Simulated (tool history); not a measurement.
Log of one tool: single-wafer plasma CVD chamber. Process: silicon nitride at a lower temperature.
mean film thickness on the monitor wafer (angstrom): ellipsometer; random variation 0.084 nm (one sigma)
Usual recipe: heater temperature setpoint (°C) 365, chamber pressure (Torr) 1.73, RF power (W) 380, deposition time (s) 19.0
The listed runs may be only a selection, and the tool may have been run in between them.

run	hour	heater temperature setpoint (°C)	chamber pressure (Torr)	RF power (W)	deposition time (s)	read-back reference wafer on the same gauge, thickness_nm	mean film thickness on the monitor wafer (angstrom)
1	0.0	365	1.73	380	21.0	30.301	291.81
2	31.5	365	1.73	380	21.0	30.313	292.85
# hour 47.7: gauge calibrated
3	62.2	365	1.73	380	21.0	30.298	291.66
4	77.7	365	1.73	330	17.4	30.300	227.71
5	91.8	365	1.73	380	19.0	30.293	263.40
6	105.6	365	1.73	380	19.0	30.297	265.87
7	135.0	369	1.73	380	18.1	30.313	251.22
8	150.9	369	1.73	380	18.1	30.304	251.56
9	186.8	369	1.73	380	18.1	30.312	250.72
# hour 218.1: RF generator calibrated
10	235.3	365	1.73	380	19.0	30.299	257.21
11	251.7	365	1.73	380	19.0	30.307	256.15
12	271.6	365	1.73	380	19.0	30.296	258.05
13	286.6	365	1.73	380	19.0	30.284	259.09
# hour 313.0: RF generator calibrated, repeated, since the last time left the tool worse
14	313.5	372	1.73	380	19.0	30.327	270.66
15	332.0	365	1.73	380	19.0	30.280	271.66
16	351.3	365	1.73	380	19.0	30.304	270.13
# hour 363.8: capacitance manometer re-zeroed and calibrated
17	375.8	358	1.89	380	21.7	30.295	315.22
18	407.2	365	1.73	380	17.9	30.301	255.02
19	430.3	369	1.73	380	18.1	30.307	257.88
# hour 441.3: gauge calibrated
# hour 461.0: thermocouple changed; heater temperature recalibrated
20	461.5	365	1.45	380	19.0	30.309	260.76
# hour 473.9: showerhead replaced
21	488.4	372	1.73	380	19.0	30.305	269.38
22	515.1	365	1.73	380	19.0	30.284	270.09
23	528.8	365	1.73	380	19.0	30.298	271.44
24	551.7	365	2.06	440	19.0	30.316	300.31
25	582.7	365	1.73	325	19.0	30.293	251.75
26	617.0	355	1.56	380	16.3	30.303	228.14
27	646.6	365	1.73	335	19.0	30.309	255.91

Each row is a separate what-if for the run after 27, all from the same tool condition, not one after another. Results?
A	647.0	365	2.07	380	19.0	?	?
B	647.0	365	1.73	380	15.5	?	?
C	647.0	357	1.92	440	19.0	?	?
D	647.0	377	1.73	435	16.4	?	?

run	read-back reference wafer on the same gauge, thickness_nm	mean film thickness on the monitor wafer (angstrom)
A	30.309	280.40
B	30.309	220.62
C	30.309	295.96
D	30.309	247.15
The same runs, with their run-to-run variation unchanged, on a tool lacking any hidden condition would have given:
run	mean film thickness on the monitor wafer (angstrom)
A	280.94
B	221.04
C	296.49
D	247.60

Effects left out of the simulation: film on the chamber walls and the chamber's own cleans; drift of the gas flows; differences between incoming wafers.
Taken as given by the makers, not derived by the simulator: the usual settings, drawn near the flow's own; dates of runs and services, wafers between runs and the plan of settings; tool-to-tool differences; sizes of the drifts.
